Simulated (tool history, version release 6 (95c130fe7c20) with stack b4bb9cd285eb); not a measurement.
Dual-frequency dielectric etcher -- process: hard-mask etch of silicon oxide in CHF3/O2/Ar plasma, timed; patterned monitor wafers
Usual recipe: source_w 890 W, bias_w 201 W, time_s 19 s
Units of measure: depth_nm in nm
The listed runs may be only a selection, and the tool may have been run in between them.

run   hour  source_w  bias_w  time_s  wafers since the last listed run  hours since the last wet clean  hours since the last source power generator calibration  hours since the last bias power generator calibration  hours since the last upper electrode change  hours since the gauge calibration  read-back reference wafer on the same gauge, depth_nm  depth_nm
  1      0       890     227      19                                 0                           347.3                                                   1803.3                                                 2987.2                                       2743.7                               45.5                                                   37.1     44.08
  2   13.9       890     201    15.5                               174                           361.2                                                   1817.2                                                 3001.1                                       2757.6                               59.4                                                   37.1     34.38
  3   26.7       890     201      19                               161                             374                                                     1830                                                 3013.9                                       2770.4                               72.2                                                  37.11     42.13
  4   37.6       890     201      19                               137                           384.9                                                   1840.9                                                 3024.8                                       2781.3                               83.1                                                   37.1     42.04
  5   47.6       830     162      19                               125                           394.9                                                   1850.9                                                 3034.8                                       2791.3                               93.1                                                   37.1     37.15
  6   58.8       890     201      19                               140                           406.1                                                   1862.1                                                   3046                                       2802.5                              104.3                                                   37.1     42.17
      66.1  -- bias power generator calibrated
  7   67.9       890     201      19                                64                           415.2                                                   1871.2                                                    1.8                                       2811.6                              113.4                                                  37.08     42.21
  8   78.6       890     201      19                               134                           425.9                                                   1881.9                                                   12.5                                       2822.3                              124.1                                                  37.09     42.14
      84.6  -- source power generator calibrated
  9   85.6       890     201      19                                37                           432.9                                                        1                                                   19.5                                       2829.3                              131.1                                                  37.08      42.2
     100.5  -- gauge calibrated
     114.8  -- wet clean of the chamber
 10  121.8       760     163    24.5                               153                               7                                                     37.2                                                   55.7                                       2865.5                               21.3                                                   37.1     44.77
     149.7  -- upper electrode replaced
 11  150.2       890     222      19                                55                            35.4                                                     65.6                                                   84.1                                          0.5                               49.7                                                  37.09     43.39
 12  155.1       890     201    24.5                                61                            40.3                                                     70.5                                                     89                                          5.4                               54.6                                                  37.12     53.84
 13  162.7       890     201      19                                95                            47.9                                                     78.1                                                   96.6                                           13                               62.2                                                  37.11     41.75
 14  178.5      1090     201    17.5                               198                            63.7                                                     93.9                                                  112.4                                         28.8                                 78                                                  37.11     43.21
 15  187.5       890     201      19                               113                            72.7                                                    102.9                                                  121.4                                         37.8                                 87                                                  37.11     41.81
 16  195.5       890     201      19                               100                            80.7                                                    110.9                                                  129.4                                         45.8                                 95                                                   37.1     41.84
 17  203.9       830     160    17.5                               105                            89.1                                                    119.3                                                  137.8                                         54.2                              103.4                                                  37.09     33.71
 18  215.6       890     158      19                               147                           100.8                                                      131                                                  149.5                                         65.9                              115.1                                                  37.12     38.15

Alternative continuations, all from the tool just after run 18; predict every row:
  A   216      1010     201      19                                 5                           101.2                                                    131.4                                                  149.9                                         66.3                              115.5                                                      ?         ?
  B   216       740     201      24                                 5                           101.2                                                    131.4                                                  149.9                                         66.3                              115.5                                                      ?         ?
  C   216       830     183      17                                 5                           101.2                                                    131.4                                                  149.9                                         66.3                              115.5                                                      ?         ?
  D   216       890     222      15                                 5                           101.2                                                    131.4                                                  149.9                                         66.3                              115.5                                                      ?         ?

run  read-back reference wafer on the same gauge, depth_nm  depth_nm
  A                                                  37.07     45.06
  B                                                  37.07     46.84
  C                                                  37.07     34.54
  D                                                  37.07     34.29
With the hidden condition removed and each run's random variation left untouched, the same runs would have given:
run  depth_nm
  A      44.9
  B     46.67
  C     34.41
  D     34.17
